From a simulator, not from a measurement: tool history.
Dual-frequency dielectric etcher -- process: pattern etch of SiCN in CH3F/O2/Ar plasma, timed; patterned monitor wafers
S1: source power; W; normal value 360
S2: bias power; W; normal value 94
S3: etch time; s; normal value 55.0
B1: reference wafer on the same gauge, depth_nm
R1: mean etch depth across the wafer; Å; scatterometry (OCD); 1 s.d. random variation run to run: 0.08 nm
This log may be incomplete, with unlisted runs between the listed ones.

| run | hour | S1 | S2 | S3 | B1 | R1 |
|---|---|---|---|---|---|---|
| 1 | 0.0 | 380 | 94 | 55.0 | 19.08 | 205.5 |
| 2 | 35.1 | 380 | 94 | 55.0 | 19.10 | 207.7 |
| 3 | 50.9 | 380 | 94 | 55.0 | 19.08 | 206.8 |
| 4 | 85.6 | 360 | 94 | 55.0 | 19.12 | 202.3 |
| 5 | 105.5 | 360 | 94 | 55.0 | 19.12 | 200.3 |
| 6 | 127.6 | 360 | 94 | 55.0 | 19.08 | 202.6 |
|  | 161.0 | wet clean of the chamber, repeated, since the last time left the tool worse |
| 7 | 161.5 | 360 | 94 | 55.0 | 19.09 | 189.7 |
| 8 | 169.5 | 360 | 94 | 49.5 | 19.12 | 170.7 |
| 9 | 183.9 | 360 | 94 | 55.0 | 19.12 | 190.0 |
| 10 | 215.2 | 360 | 94 | 55.0 | 19.09 | 191.2 |
| 11 | 237.2 | 360 | 117 | 71.0 | 19.07 | 274.5 |
| 12 | 249.7 | 290 | 105 | 62.0 | 19.10 | 204.1 |
|  | 300.2 | upper electrode replaced |
| 13 | 300.7 | 360 | 80 | 68.5 | 19.11 | 218.8 |
| 14 | 304.9 | 360 | 117 | 71.0 | 19.08 | 275.1 |
|  | 323.7 | source power generator calibrated |
| 15 | 335.5 | 360 | 81 | 42.5 | 19.12 | 137.6 |
| 16 | 348.6 | 360 | 94 | 55.0 | 19.10 | 192.2 |
|  | 367.0 | gauge calibrated |
| 17 | 372.7 | 360 | 94 | 55.0 | 19.11 | 191.8 |
| 18 | 389.4 | 440 | 83 | 48.0 | 19.11 | 173.5 |
| 19 | 404.1 | 360 | 94 | 63.0 | 19.13 | 218.9 |
| 20 | 421.8 | 310 | 106 | 55.0 | 19.08 | 190.2 |
|  | 434.2 | bias power generator calibrated |
| 21 | 456.3 | 420 | 102 | 45.0 | 19.10 | 176.1 |
| 22 | 472.8 | 360 | 94 | 47.0 | 19.08 | 164.9 |
| 23 | 505.3 | 320 | 94 | 55.0 | 19.11 | 181.9 |
| 24 | 540.0 | 280 | 94 | 55.0 | 19.12 | 171.2 |
| 25 | 583.4 | 360 | 94 | 70.5 | 19.11 | 247.5 |
| 26 | 597.7 | 360 | 94 | 55.0 | 19.08 | 194.6 |
| 27 | 615.7 | 440 | 94 | 46.0 | 19.08 | 178.0 |
| 28 | 636.3 | 410 | 94 | 68.5 | 19.06 | 255.7 |
|  | 673.2 | wet clean of the chamber |
| 29 | 673.7 | 440 | 94 | 42.0 | 19.11 | 158.4 |

State the hidden condition of the tool at each of the runs:
source power that arrives over what is set, %: 0 on each run
bias power that arrives over what is set, %: 0 on each run
gauge reads high (%): 0 on each run
H1: etch rate over this chamber's usual, %
| run | H1 |
|---|---|
| 1 | 5.92 |
| 2 | 6.13 |
| 3 | 6.23 |
| 4 | 6.44 |
| 5 | 6.56 |
| 6 | 6.69 |
| 7 | -0.184 |
| 8 | -0.136 |
| 9 | -0.0492 |
| 10 | 0.139 |
| 11 | 0.272 |
| 12 | 0.347 |
| 13 | 0.654 |
| 14 | 0.679 |
| 15 | 0.864 |
| 16 | 0.942 |
| 17 | 1.09 |
| 18 | 1.19 |
| 19 | 1.28 |
| 20 | 1.38 |
| 21 | 1.59 |
| 22 | 1.69 |
| 23 | 1.89 |
| 24 | 2.09 |
| 25 | 2.36 |
| 26 | 2.44 |
| 27 | 2.55 |
| 28 | 2.67 |
| 29 | -0.409 |
